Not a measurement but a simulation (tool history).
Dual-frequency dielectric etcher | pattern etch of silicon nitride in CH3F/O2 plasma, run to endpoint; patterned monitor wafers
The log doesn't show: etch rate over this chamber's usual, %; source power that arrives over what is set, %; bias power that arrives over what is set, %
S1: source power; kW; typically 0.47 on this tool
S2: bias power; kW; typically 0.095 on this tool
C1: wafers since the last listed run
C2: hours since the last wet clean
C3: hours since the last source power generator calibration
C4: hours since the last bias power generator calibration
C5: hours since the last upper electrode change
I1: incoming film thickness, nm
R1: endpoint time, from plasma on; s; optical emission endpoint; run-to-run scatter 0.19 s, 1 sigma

{"run": 1, "hour": 0.0, "S1": 0.47, "S2": 0.095, "C1": 0, "C2": 83.2, "C3": 3492.1, "C4": 3460.8, "C5": 4958.8, "I1": 69.4, "R1": 61.8}
{"run": 2, "hour": 21.9, "S1": 0.47, "S2": 0.095, "C1": 169, "C2": 105.1, "C3": 3514, "C4": 3482.7, "C5": 4980.7, "I1": 70.4, "R1": 62.6}
{"run": 3, "hour": 46.6, "S1": 0.47, "S2": 0.095, "C1": 191, "C2": 129.8, "C3": 3538.7, "C4": 3507.4, "C5": 5005.4, "I1": 69.9, "R1": 61.9}
{"run": 4, "hour": 127.9, "S1": 0.47, "S2": 0.095, "C1": 631, "C2": 211.1, "C3": 3620, "C4": 3588.7, "C5": 5086.7, "I1": 69.8, "R1": 61.5}
{"run": 5, "hour": 151.3, "S1": 0.47, "S2": 0.095, "C1": 181, "C2": 234.5, "C3": 3643.4, "C4": 3612.1, "C5": 5110.1, "I1": 69, "R1": 60.6}
{"run": 6, "hour": 182.7, "S1": 0.54, "S2": 0.095, "C1": 243, "C2": 265.9, "C3": 3674.8, "C4": 3643.5, "C5": 5141.5, "I1": 70.1, "R1": 59.8}
{"run": 7, "hour": 205.7, "S1": 0.53, "S2": 0.095, "C1": 178, "C2": 288.9, "C3": 3697.8, "C4": 3666.5, "C5": 5164.5, "I1": 68.8, "R1": 58.7}
{"run": 8, "hour": 224.7, "S1": 0.47, "S2": 0.095, "C1": 147, "C2": 307.9, "C3": 3716.8, "C4": 3685.5, "C5": 5183.5, "I1": 69.7, "R1": 61.3}
{"run": 9, "hour": 239.7, "S1": 0.47, "S2": 0.095, "C1": 116, "C2": 322.9, "C3": 3731.8, "C4": 3700.5, "C5": 5198.5, "I1": 69.4, "R1": 60.9}
{"run": 10, "hour": 265.7, "S1": 0.47, "S2": 0.095, "C1": 201, "C2": 348.9, "C3": 3757.8, "C4": 3726.5, "C5": 5224.5, "I1": 69.4, "R1": 60.9}
{"run": 11, "hour": 281.7, "S1": 0.47, "S2": 0.095, "C1": 124, "C2": 364.9, "C3": 3773.8, "C4": 3742.5, "C5": 5240.5, "I1": 69.4, "R1": 60.9}
{"run": 12, "hour": 308.5, "S1": 0.49, "S2": 0.113, "C1": 208, "C2": 391.7, "C3": 3800.6, "C4": 3769.3, "C5": 5267.3, "I1": 69.7, "R1": 55.9}
{"run": 13, "hour": 333.4, "S1": 0.43, "S2": 0.095, "C1": 193, "C2": 416.6, "C3": 3825.5, "C4": 3794.2, "C5": 5292.2, "I1": 69.5, "R1": 62}
{"run": 14, "hour": 359.5, "S1": 0.47, "S2": 0.095, "C1": 202, "C2": 442.7, "C3": 3851.6, "C4": 3820.3, "C5": 5318.3, "I1": 69.4, "R1": 60.2}
{"run": 15, "hour": 391.3, "S1": 0.47, "S2": 0.095, "C1": 246, "C2": 474.5, "C3": 3883.4, "C4": 3852.1, "C5": 5350.1, "I1": 69.4, "R1": 60.2}
{"hour": 438.6, "done": "upper electrode replaced"}
{"hour": 440.4, "done": "source power generator calibrated"}
{"run": 16, "hour": 440.9, "S1": 0.47, "S2": 0.111, "C1": 184, "C2": 524.1, "C3": 0.5, "C4": 3901.7, "C5": 2.3, "I1": 69.8, "R1": 56.5}
{"run": 17, "hour": 449.7, "S1": 0.36, "S2": 0.095, "C1": 68, "C2": 532.9, "C3": 9.3, "C4": 3910.5, "C5": 11.1, "I1": 70.2, "R1": 64.7}
{"run": 18, "hour": 471.8, "S1": 0.52, "S2": 0.117, "C1": 171, "C2": 555, "C3": 31.4, "C4": 3932.6, "C5": 33.2, "I1": 69.8, "R1": 53.4}
{"run": 19, "hour": 492.0, "S1": 0.47, "S2": 0.095, "C1": 156, "C2": 575.2, "C3": 51.6, "C4": 3952.8, "C5": 53.4, "I1": 69, "R1": 59.5}
{"run": 20, "hour": 517.4, "S1": 0.47, "S2": 0.071, "C1": 197, "C2": 600.6, "C3": 77, "C4": 3978.2, "C5": 78.8, "I1": 69.7, "R1": 68.6}
{"run": 21, "hour": 536.8, "S1": 0.47, "S2": 0.095, "C1": 150, "C2": 620, "C3": 96.4, "C4": 3997.6, "C5": 98.2, "I1": 69.9, "R1": 60.2}
{"run": 22, "hour": 564.7, "S1": 0.59, "S2": 0.095, "C1": 216, "C2": 647.9, "C3": 124.3, "C4": 4025.5, "C5": 126.1, "I1": 69.1, "R1": 56}
{"hour": 589.2, "done": "wet clean of the chamber"}
{"run": 23, "hour": 656.4, "S1": 0.53, "S2": 0.117, "C1": 525, "C2": 67.2, "C3": 216, "C4": 4117.2, "C5": 217.8, "I1": 69, "R1": 54.8}
{"run": 24, "hour": 687.5, "S1": 0.47, "S2": 0.095, "C1": 241, "C2": 98.3, "C3": 247.1, "C4": 4148.3, "C5": 248.9, "I1": 69.5, "R1": 62.3}

Run 25 has not been measured yet. What should we expect?
{"run": 25, "hour": 716.0, "S1": 0.41, "S2": 0.11, "C1": 221, "C2": 126.8, "C3": 275.6, "C4": 4176.8, "C5": 277.4, "I1": 69.8, "R1": "?"}

R1: 60.2 s
With no hidden state in the tool, this same run would have given R1 60.2 s.
